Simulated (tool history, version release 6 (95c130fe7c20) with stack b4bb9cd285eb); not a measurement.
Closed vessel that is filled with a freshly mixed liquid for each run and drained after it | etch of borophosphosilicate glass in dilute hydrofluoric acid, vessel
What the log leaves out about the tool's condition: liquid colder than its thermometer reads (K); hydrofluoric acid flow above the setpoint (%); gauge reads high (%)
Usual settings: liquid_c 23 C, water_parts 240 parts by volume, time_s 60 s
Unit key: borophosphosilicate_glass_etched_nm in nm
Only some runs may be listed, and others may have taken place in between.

run   hour  liquid_c  water_parts  time_s  wafers since the last listed run  hours since the thermometer was replaced  hours since the hydrofluoric acid flow meter was replaced  hours since the gauge calibration  read-back film thickness of the borophosphosilicate glass reference wafer, read on the same gauge (nm)  borophosphosilicate_glass_etched_nm
  1      0        23          240      60                                 0                                     763.7                                                     1521.8                              366.1                                                                                                  129.99                                13.16
  2   50.7        23          240      60                              7052                                     814.4                                                     1572.5                              416.8                                                                                                  130.01                                12.79
  3  106.7        23          240      60                              7789                                     870.4                                                     1628.5                              472.8                                                                                                  129.97                                12.87
  4  175.1        23          240      60                              9514                                     938.8                                                     1696.9                              541.2                                                                                                  129.96                                12.98
  5  220.6        23          240      60                              6329                                     984.3                                                     1742.4                              586.7                                                                                                  130.07                                12.99
  6  289.6        23          240      60                              9598                                    1053.3                                                     1811.4                              655.7                                                                                                  129.96                                12.91
  7  358.5        23          240      60                              9584                                    1122.2                                                     1880.3                              724.6                                                                                                     130                                13.07
     364.7  -- hydrofluoric acid flow meter replaced
  8  405.4      26.5          240      60                              6384                                    1169.1                                                       40.7                              771.5                                                                                                  129.99                                12.98
     419.9  -- gauge calibrated
  9  472.2        23          240      60                              9292                                    1235.9                                                      107.5                               52.3                                                                                                  130.01                                 11.2
 10  523.4      18.5          275      80                              7122                                    1287.1                                                      158.7                              103.5                                                                                                  129.98                                 10.6
 11  552.7        23          240      60                              4075                                    1316.4                                                        188                              132.8                                                                                                  130.01                                11.32
 12  592.6      25.5          190      60                              5550                                    1356.3                                                      227.9                              172.7                                                                                                  130.01                                16.47
     640.4  -- thermometer replaced
 13  645.4      26.5          360      80                              7205                                         5                                                      280.7                              225.5                                                                                                  129.95                                10.95
 14  670.1        25          135      85                              3435                                      29.7                                                      305.4                              250.2                                                                                                  129.95                                37.75
 15  771.8        23          330      50                             14146                                     131.4                                                      407.1                              351.9                                                                                                  130.04                                 6.87
 16  808.4      20.5          240      45                              5091                                       168                                                      443.7                              388.5                                                                                                  130.06                                 8.36

Alternative continuations, all from the tool just after run 16; predict every row:
  A  809.1        23          205      60                                97                                     168.7                                                      444.4                              389.2                                                                                                       ?                                    ?
  B  809.1        23          270      60                                97                                     168.7                                                      444.4                              389.2                                                                                                       ?                                    ?
  C  809.1        18          240      60                                97                                     168.7                                                      444.4                              389.2                                                                                                       ?                                    ?
  D  809.1        26          130      60                                97                                     168.7                                                      444.4                              389.2                                                                                                       ?                                    ?
  E  809.1      27.5          240      60                                97                                     168.7                                                      444.4                              389.2                                                                                                       ?                                    ?

run  read-back film thickness of the borophosphosilicate glass reference wafer, read on the same gauge (nm)  borophosphosilicate_glass_etched_nm
  A                                                                                                  130.07                                14.94
  B                                                                                                  130.07                                10.64
  C                                                                                                  130.07                                 10.2
  D                                                                                                  130.07                                28.65
  E                                                                                                  130.07                                14.48
Had the tool no hidden state, the same runs would have come out as:
run  borophosphosilicate_glass_etched_nm
  A                                14.57
  B                                10.36
  C                                 9.95
  D                                28.01
  E                                14.09

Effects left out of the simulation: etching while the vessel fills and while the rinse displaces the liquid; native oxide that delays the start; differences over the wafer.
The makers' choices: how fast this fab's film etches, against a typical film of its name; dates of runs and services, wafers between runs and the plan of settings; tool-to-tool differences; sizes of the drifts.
